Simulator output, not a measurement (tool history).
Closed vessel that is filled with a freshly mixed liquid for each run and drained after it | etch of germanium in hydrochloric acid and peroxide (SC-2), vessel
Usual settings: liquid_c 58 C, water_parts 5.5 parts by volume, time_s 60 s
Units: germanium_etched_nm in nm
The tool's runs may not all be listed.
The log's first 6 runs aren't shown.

run,day,liquid_c,water_parts,time_s,"read-back film thickness of the germanium reference wafer, read on the same gauge (nm)",germanium_etched_nm
# day 15.354: new drum of peroxide connected
7,16.683,58,5.5,35,50,107.33
8,18.454,58,5.5,35,50,106.93
9,21.758,53.5,6.5,60,50.01,160.77
10,24.321,58,5.5,60,50.01,186.96
# day 27.371: gauge calibrated
11,28.721,66,4,40,50,160.91
12,30.879,58,5.5,60,50.02,187.19
13,33.738,53,7,35,50.01,92.9
14,37.154,66.5,4,30,50.01,123.88
15,38.908,58,5.5,60,50.01,190.04
# day 42.575: chemicals flow meter replaced
16,43.062,58,5.5,60,49.99,189.95
# day 45.938: new drum of peroxide connected
17,47.45,64.5,5.5,60,50.03,230.78
18,50.867,53,4,80,50,219.53
19,52.867,58,5.5,60,49.99,192.5
20,56.271,55,4,95,49.99,279.38
21,59.754,58,5.5,60,50.01,193.34
# day 60.742: thermometer replaced
22,63.8,58,5.5,80,50.01,243.19
23,67.175,58,5.5,60,50.02,185.2
24,68.771,58,6.5,60,50,181.32
25,72.967,52.5,4,80,50,209.58
# day 74.575: new drum of peroxide connected
26,75.708,58,5.5,35,49.98,109.13
27,78.754,49,8,45,50.02,102.83
28,81.888,58,4,35,50,109.06
29,85.421,52.5,4,95,50,254.21
30,87.162,63.5,5.5,60,50.02,223.18
31,91.438,53.5,6.5,60,49.97,161.95

Forecast each of these 3 alternatives for the next run:
A,91.467,58,5.5,60,?,?
B,91.467,53.5,5.5,60,?,?
C,91.467,58,7.5,60,?,?

run,"read-back film thickness of the germanium reference wafer, read on the same gauge (nm)",germanium_etched_nm
A,49.98,188.41
B,49.98,164.09
C,49.98,185.22
Without the tool's hidden state the same runs would have given:
run,germanium_etched_nm
A,182.55
B,158.84
C,179.52

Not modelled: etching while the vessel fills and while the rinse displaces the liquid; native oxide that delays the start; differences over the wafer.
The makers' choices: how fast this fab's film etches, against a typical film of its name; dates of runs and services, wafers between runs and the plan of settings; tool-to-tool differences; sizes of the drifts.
